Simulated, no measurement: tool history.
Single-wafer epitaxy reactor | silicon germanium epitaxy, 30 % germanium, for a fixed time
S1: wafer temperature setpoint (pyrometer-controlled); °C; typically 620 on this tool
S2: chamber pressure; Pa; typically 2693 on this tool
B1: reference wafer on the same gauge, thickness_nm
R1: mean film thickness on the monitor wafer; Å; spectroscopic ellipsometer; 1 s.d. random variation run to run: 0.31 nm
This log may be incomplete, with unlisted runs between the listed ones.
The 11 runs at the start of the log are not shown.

-- hour=278 capacitance manometer re-zeroed and calibrated
run 12 hour=281.5 | S1=620 S2=2693 | B1=99.339 | R1=825.15
-- hour=297.4 showerhead replaced
run 13 hour=313.2 | S1=620 S2=2693 | B1=99.382 | R1=817.55
run 14 hour=337.3 | S1=620 S2=2693 | B1=99.524 | R1=820.89
-- hour=342.4 gauge calibrated
run 15 hour=367.6 | S1=620 S2=2693 | B1=99.578 | R1=815.52
run 16 hour=388.3 | S1=620 S2=2693 | B1=99.317 | R1=809.88
run 17 hour=403 | S1=612 S2=2506 | B1=99.547 | R1=691.3
run 18 hour=422.3 | S1=631 S2=3360 | B1=99.512 | R1=1053.2
-- hour=437.3 pyrometer calibrated
run 19 hour=441.8 | S1=620 S2=2693 | B1=99.387 | R1=932.91
run 20 hour=472.6 | S1=614 S2=2960 | B1=99.39 | R1=874.88
run 21 hour=514.9 | S1=624 S2=2253 | B1=99.363 | R1=938.29
run 22 hour=541.2 | S1=626 S2=2693 | B1=99.412 | R1=1033.49
run 23 hour=561.4 | S1=614 S2=2360 | B1=99.388 | R1=804.38
run 24 hour=577 | S1=631 S2=2960 | B1=99.366 | R1=1168.08
run 25 hour=605.8 | S1=627 S2=2693 | B1=99.312 | R1=1052.56
run 26 hour=624.3 | S1=632 S2=2493 | B1=99.293 | R1=1109.37

The next listed run, before its measurement:
run 27 hour=644.8 | S1=628 S2=2386 | B1=? | R1=?

B1: 99.269
R1: 1027.65 Å
On a tool with no hidden condition, and with the same random variation, this run would have come out at R1 1009.6 Å.

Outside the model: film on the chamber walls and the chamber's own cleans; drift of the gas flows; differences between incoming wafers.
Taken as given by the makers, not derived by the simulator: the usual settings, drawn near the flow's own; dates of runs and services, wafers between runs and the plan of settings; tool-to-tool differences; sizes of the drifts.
